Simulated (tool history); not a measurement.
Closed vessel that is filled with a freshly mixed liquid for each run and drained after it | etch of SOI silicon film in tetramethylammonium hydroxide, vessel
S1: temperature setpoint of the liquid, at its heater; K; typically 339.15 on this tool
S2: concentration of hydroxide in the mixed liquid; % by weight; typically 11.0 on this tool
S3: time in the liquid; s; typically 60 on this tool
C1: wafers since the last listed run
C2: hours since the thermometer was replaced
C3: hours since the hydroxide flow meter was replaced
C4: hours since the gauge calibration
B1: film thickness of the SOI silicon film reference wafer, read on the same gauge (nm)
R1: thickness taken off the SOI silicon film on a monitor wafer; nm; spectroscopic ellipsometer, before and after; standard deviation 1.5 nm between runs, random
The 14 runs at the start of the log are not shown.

run     day      S1    S2  S3     C1     C2     C3      C4      B1      R1
 15  47.062  339.15  11.0  60   9931  516.2  521.7    97.7  140.00  318.41
 16  49.321  339.15  11.0  60   6954  570.4  575.9   151.9  140.04  318.09
     50.454  -- hydroxide flow meter replaced
 17  53.488  339.15  11.0  60  12703  670.4   72.8   251.9  140.01  318.92
     55.679  -- thermometer replaced
 18  61.875  336.65   9.5  60  25702  148.7  274.1   453.2  140.00  288.91
 19  65.271  339.15  11.0  60  10458  230.2  355.6   534.7  139.99  322.38
 20  68.146  336.65   9.5  90   8854  299.2  424.6   603.7  140.00  435.59
 21  70.933  339.15  11.0  85   8584  366.1  491.5   670.6  139.98  450.18
     72.275  -- hydroxide flow meter replaced
 22  74.654  339.15  11.0  60  11330  455.4   57.1   759.9  140.01  318.60
 23  76.971  339.15  11.0  60   7134  511.0  112.7   815.5  140.01  319.88
 24  81.162  333.65  11.0  45  12908  611.6  213.3   916.1  140.03  172.47
     81.404  -- thermometer replaced
 25  83.167  335.15  13.5  90   6043   42.3  261.4   964.2  140.00  341.74
 26  87.067  337.15  13.0  80  12010  135.9  355.0  1057.8  140.00  352.76
 27  90.746  339.15  11.0  60  11330  224.2  443.3  1146.1  140.00  319.83

Run 28 is up next; what results do you expect?
 28  93.504  339.15  11.0  60  8494  290.4  509.5  1212.3   ?   ?

B1: 139.97
R1: 319.24 nm
Were there no unlogged condition in the tool, this run, its random variation unchanged, would have produced R1 319.24 nm.
